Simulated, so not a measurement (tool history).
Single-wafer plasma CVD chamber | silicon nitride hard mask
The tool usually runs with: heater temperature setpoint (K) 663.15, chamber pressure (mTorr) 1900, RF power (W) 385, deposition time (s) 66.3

run,day,heater temperature setpoint (K),chamber pressure (mTorr),RF power (W),deposition time (s),"read-back reference wafer on the same gauge, thickness_nm",mean film thickness on the monitor wafer (angstrom)
1,0.000,667.15,1900,385,66.3,102.614,972.48
2,1.362,656.15,2110,385,66.3,102.566,995.17
3,5.458,656.15,2110,385,66.3,102.609,996.19
4,6.779,663.15,1900,385,66.3,102.534,962.14
5,8.079,663.15,1900,385,66.3,102.633,971.31
6,9.321,663.15,1900,385,66.3,102.642,967.73
7,10.696,663.15,1900,385,66.3,102.564,968.67
8,11.933,663.15,1900,385,66.3,102.523,972.05
9,12.671,663.15,1900,385,66.3,102.629,972.43
10,13.654,663.15,1900,385,66.3,102.614,969.61
11,14.554,663.15,1900,385,66.3,102.630,967.52
# day 15.454: showerhead replaced
12,15.712,663.15,1900,385,66.3,102.595,974.05
13,16.375,663.15,1900,385,66.3,102.690,969.91
# day 17.096: gauge calibrated
14,19.800,663.15,1900,385,66.3,102.633,967.85
15,20.729,649.15,1600,385,66.3,102.569,924.57
# day 22.242: RF generator calibrated
16,22.262,663.15,1900,385,60.4,102.634,875.80
# day 23.642: capacitance manometer re-zeroed and calibrated
# day 23.867: thermocouple changed; heater temperature recalibrated
17,23.888,663.15,1900,385,66.3,102.627,963.82
18,26.525,649.15,1600,385,66.3,102.663,930.78
19,27.221,669.15,1460,330,57.5,102.618,664.50
20,27.967,668.15,2180,360,59.3,102.608,837.56
21,29.142,663.15,1900,385,60.5,102.580,877.26
22,29.804,663.15,2130,385,66.3,102.645,998.73
23,30.558,652.15,1900,385,66.3,102.681,974.65
24,31.125,663.15,1900,385,66.3,102.562,965.84
25,31.875,674.15,2270,425,71.6,102.576,1183.62
26,33.004,667.15,1630,315,60.1,102.555,676.87
27,34.129,663.15,1900,385,66.3,102.554,976.40
28,34.696,669.15,1760,385,58.3,102.612,830.60

Consider 5 possible next runs. They are alternatives, not a sequence: every one starts from the tool as it was left by run 28. What does each give?
A,34.712,663.15,1900,385,66.3,?,?
B,34.712,669.15,1900,335,62.8,?,?
C,34.712,663.15,2070,310,71.4,?,?
D,34.712,663.15,1900,315,66.3,?,?
E,34.712,663.15,1900,385,74.2,?,?

run,"read-back reference wafer on the same gauge, thickness_nm",mean film thickness on the monitor wafer (angstrom)
A,102.523,966.50
B,102.523,789.32
C,102.523,836.64
D,102.523,776.09
E,102.523,1081.49
Stripped of hidden state, with their random variation kept, the same runs would have yielded:
run,mean film thickness on the monitor wafer (angstrom)
A,966.50
B,789.32
C,836.64
D,776.09
E,1081.49

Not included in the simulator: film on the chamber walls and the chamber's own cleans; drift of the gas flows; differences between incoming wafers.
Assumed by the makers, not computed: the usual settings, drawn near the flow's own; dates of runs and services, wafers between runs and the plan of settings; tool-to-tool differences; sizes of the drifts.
